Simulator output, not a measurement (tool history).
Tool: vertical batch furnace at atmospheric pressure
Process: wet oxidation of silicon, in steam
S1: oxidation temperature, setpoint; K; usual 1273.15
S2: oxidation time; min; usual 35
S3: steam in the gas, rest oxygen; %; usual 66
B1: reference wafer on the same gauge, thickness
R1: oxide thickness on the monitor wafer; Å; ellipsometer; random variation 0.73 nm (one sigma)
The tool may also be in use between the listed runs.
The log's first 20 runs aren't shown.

run     day       S1    S2  S3      B1      R1
 21  12.021  1273.15    19  66  185.33    1282
 22  12.429  1286.15    30  58   184.9  1882.8
 23  13.117  1273.15  26.5  66  185.05  1684.3
 24  13.392  1264.15    35  66  185.11  1905.6
 25  13.992  1290.15    27  54  185.09  1713.6
 26  14.638  1290.15    24  75  185.07  1995.5
 27  15.075  1273.15    35  59  185.13  1903.3
 28  15.658  1273.15  39.5  66  185.01  2254.7
     16.188  -- gauge calibrated
 29    16.3  1249.15  43.5  70  185.14  2043.9
 30  17.008  1285.15  44.5  58   185.1  2468.3
 31  17.721  1273.15    35  66  184.87  2055.1
 32  18.083  1291.15  26.5  54  184.98  1682.8
 33  18.529  1273.15  39.5  66  184.83  2243.9
 34  18.812  1265.15  51.5  66  185.05  2549.4
 35  19.512  1273.15    35  66  184.84  2051.4
 36  19.796  1273.15  39.5  66  185.09  2241.6
 37  20.304  1273.15  18.5  76  184.85  1393.2

4 ways to go on from here, each from the tool as it stands after run 37. What would each give?
  A  20.483  1273.15    35  66   ?   ?
  B  20.483  1273.15  23.5  66   ?   ?
  C  20.483  1257.15    29  74   ?   ?
  D  20.483  1261.15  48.5  66   ?   ?

run     B1      R1
  A  185.2    2053
  B  185.2  1510.3
  C  185.2  1663.6
  D  185.2  2355.4
Without the tool's hidden state the same runs would have given:
run      R1
  A  2148.2
  B  1583.2
  C  1744.7
  D  2464.4
